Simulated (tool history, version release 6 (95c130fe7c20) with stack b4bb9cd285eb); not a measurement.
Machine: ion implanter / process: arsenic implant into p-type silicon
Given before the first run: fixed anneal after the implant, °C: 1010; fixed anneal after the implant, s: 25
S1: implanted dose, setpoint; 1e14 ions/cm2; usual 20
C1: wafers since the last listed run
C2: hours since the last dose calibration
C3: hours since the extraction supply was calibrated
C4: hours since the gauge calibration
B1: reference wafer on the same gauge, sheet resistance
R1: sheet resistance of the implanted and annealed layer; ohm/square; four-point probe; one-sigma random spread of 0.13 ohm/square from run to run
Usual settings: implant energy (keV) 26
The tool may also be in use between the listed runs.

run 1 hour=0 | S1=20 implant_energy_(keV)=19.5 | C1=0 C2=1407.9 C3=2133 C4=333.6 | B1=103.49 | R1=98.52
run 2 hour=15.3 | S1=20 implant_energy_(keV)=26 | C1=254 C2=1423.2 C3=2148.3 C4=348.9 | B1=103.52 | R1=90.14
run 3 hour=40 | S1=20 implant_energy_(keV)=26 | C1=410 C2=1447.9 C3=2173 C4=373.6 | B1=103.49 | R1=90.21
run 4 hour=70.7 | S1=20 implant_energy_(keV)=26 | C1=510 C2=1478.6 C3=2203.7 C4=404.3 | B1=103.52 | R1=90.17
run 5 hour=86 | S1=20 implant_energy_(keV)=21.5 | C1=254 C2=1493.9 C3=2219 C4=419.6 | B1=103.51 | R1=95.86
run 6 hour=114.2 | S1=20 implant_energy_(keV)=26 | C1=468 C2=1522.1 C3=2247.2 C4=447.8 | B1=103.49 | R1=90.37
run 7 hour=146.1 | S1=20 implant_energy_(keV)=26 | C1=530 C2=1554 C3=2279.1 C4=479.7 | B1=103.49 | R1=90.26
run 8 hour=181.8 | S1=20 implant_energy_(keV)=26 | C1=593 C2=1589.7 C3=2314.8 C4=515.4 | B1=103.49 | R1=90.41
run 9 hour=200.7 | S1=20 implant_energy_(keV)=26 | C1=314 C2=1608.6 C3=2333.7 C4=534.3 | B1=103.47 | R1=90.09
run 10 hour=217.6 | S1=20 implant_energy_(keV)=26 | C1=280 C2=1625.5 C3=2350.6 C4=551.2 | B1=103.48 | R1=90.26
run 11 hour=241.2 | S1=20 implant_energy_(keV)=26 | C1=392 C2=1649.1 C3=2374.2 C4=574.8 | B1=103.47 | R1=90.15
run 12 hour=264.1 | S1=20 implant_energy_(keV)=26 | C1=380 C2=1672 C3=2397.1 C4=597.7 | B1=103.56 | R1=90.41
run 13 hour=356.2 | S1=20 implant_energy_(keV)=26 | C1=1531 C2=1764.1 C3=2489.2 C4=689.8 | B1=103.5 | R1=90.28
run 14 hour=379.2 | S1=20 implant_energy_(keV)=26 | C1=382 C2=1787.1 C3=2512.2 C4=712.8 | B1=103.47 | R1=90.35
run 15 hour=410.5 | S1=20 implant_energy_(keV)=26 | C1=520 C2=1818.4 C3=2543.5 C4=744.1 | B1=103.55 | R1=90.47
run 16 hour=442.9 | S1=20 implant_energy_(keV)=26 | C1=538 C2=1850.8 C3=2575.9 C4=776.5 | B1=103.52 | R1=90.28
run 17 hour=534.9 | S1=20 implant_energy_(keV)=26 | C1=1529 C2=1942.8 C3=2667.9 C4=868.5 | B1=103.47 | R1=90.21
run 18 hour=555.7 | S1=20 implant_energy_(keV)=26 | C1=345 C2=1963.6 C3=2688.7 C4=889.3 | B1=103.51 | R1=90.23
run 19 hour=589.5 | S1=24.77 implant_energy_(keV)=32.5 | C1=561 C2=1997.4 C3=2722.5 C4=923.1 | B1=103.52 | R1=79.23
-- hour=622.6 extraction supply calibrated
run 20 hour=690.8 | S1=20 implant_energy_(keV)=26 | C1=1551 C2=2098.7 C3=68.2 C4=1024.4 | B1=103.48 | R1=89.22
run 21 hour=710.2 | S1=18.12 implant_energy_(keV)=35 | C1=322 C2=2118.1 C3=87.6 C4=1043.8 | B1=103.48 | R1=82.89
run 22 hour=742.6 | S1=16.2 implant_energy_(keV)=35 | C1=538 C2=2150.5 C3=120 C4=1076.2 | B1=103.5 | R1=86.09
run 23 hour=775.7 | S1=25.4 implant_energy_(keV)=26 | C1=550 C2=2183.6 C3=153.1 C4=1109.3 | B1=103.49 | R1=84.83
run 24 hour=801.3 | S1=20 implant_energy_(keV)=23.5 | C1=425 C2=2209.2 C3=178.7 C4=1134.9 | B1=103.49 | R1=92.02
run 25 hour=833.4 | S1=16.09 implant_energy_(keV)=17.5 | C1=533 C2=2241.3 C3=210.8 C4=1167 | B1=103.51 | R1=105.19
run 26 hour=845.7 | S1=16.16 implant_energy_(keV)=26 | C1=204 C2=2253.6 C3=223.1 C4=1179.3 | B1=103.51 | R1=94.42
-- hour=866.8 gauge calibrated
-- hour=868.9 Faraday cup replaced and dose calibrated
run 27 hour=869.4 | S1=20 implant_energy_(keV)=26 | C1=261 C2=0.5 C3=246.8 C4=2.6 | B1=103.47 | R1=90.41
run 28 hour=885.1 | S1=20 implant_energy_(keV)=26 | C1=261 C2=16.2 C3=262.5 C4=18.3 | B1=103.5 | R1=90.18
run 29 hour=904.4 | S1=20 implant_energy_(keV)=26 | C1=320 C2=35.5 C3=281.8 C4=37.6 | B1=103.48 | R1=90.08
run 30 hour=977.4 | S1=18.12 implant_energy_(keV)=35 | C1=1213 C2=108.5 C3=354.8 C4=110.6 | B1=103.5 | R1=83.98
run 31 hour=989.7 | S1=17.02 implant_energy_(keV)=32 | C1=204 C2=120.8 C3=367.1 C4=122.9 | B1=103.49 | R1=88.64
run 32 hour=1012.2 | S1=17.26 implant_energy_(keV)=26 | C1=374 C2=143.3 C3=389.6 C4=145.4 | B1=103.51 | R1=93.98
run 33 hour=1024.7 | S1=20 implant_energy_(keV)=26 | C1=207 C2=155.8 C3=402.1 C4=157.9 | B1=103.5 | R1=90.01
run 34 hour=1044.9 | S1=20 implant_energy_(keV)=26 | C1=335 C2=176 C3=422.3 C4=178.1 | B1=103.5 | R1=89.95
run 35 hour=1063.2 | S1=16.42 implant_energy_(keV)=18 | C1=304 C2=194.3 C3=440.6 C4=196.4 | B1=103.5 | R1=105.43
run 36 hour=1080.2 | S1=23.52 implant_energy_(keV)=19 | C1=282 C2=211.3 C3=457.6 C4=213.4 | B1=103.51 | R1=96.02
run 37 hour=1110.7 | S1=16.2 implant_energy_(keV)=35 | C1=507 C2=241.8 C3=488.1 C4=243.9 | B1=103.47 | R1=87.86
run 38 hour=1137 | S1=20 implant_energy_(keV)=19 | C1=437 C2=268.1 C3=514.4 C4=270.2 | B1=103.51 | R1=98.98

Results per run with the tool's hidden condition removed, run-to-run variation unchanged:
Hidden conditions of the tool in this case: deviation of the true dose from the Faraday cup's reading, %; deviation of the true energy from its setpoint, %; gauge reads high (%).
run=1 R1=98.27
run=2 R1=89.86
run=3 R1=89.93
run=4 R1=89.9
run=5 R1=95.58
run=6 R1=90.1
run=7 R1=89.98
run=8 R1=90.14
run=9 R1=89.82
run=10 R1=89.99
run=11 R1=89.88
run=12 R1=90.14
run=13 R1=90.01
run=14 R1=90.09
run=15 R1=90.2
run=16 R1=90.01
run=17 R1=89.95
run=18 R1=89.96
run=19 R1=78.72
run=20 R1=90.12
run=21 R1=84.08
run=22 R1=87.5
run=23 R1=85.46
run=24 R1=92.9
run=25 R1=106.41
run=26 R1=95.73
run=27 R1=90.22
run=28 R1=89.99
run=29 R1=89.89
run=30 R1=83.78
run=31 R1=88.43
run=32 R1=93.79
run=33 R1=89.83
run=34 R1=89.77
run=35 R1=105.26
run=36 R1=95.86
run=37 R1=87.69
run=38 R1=98.82

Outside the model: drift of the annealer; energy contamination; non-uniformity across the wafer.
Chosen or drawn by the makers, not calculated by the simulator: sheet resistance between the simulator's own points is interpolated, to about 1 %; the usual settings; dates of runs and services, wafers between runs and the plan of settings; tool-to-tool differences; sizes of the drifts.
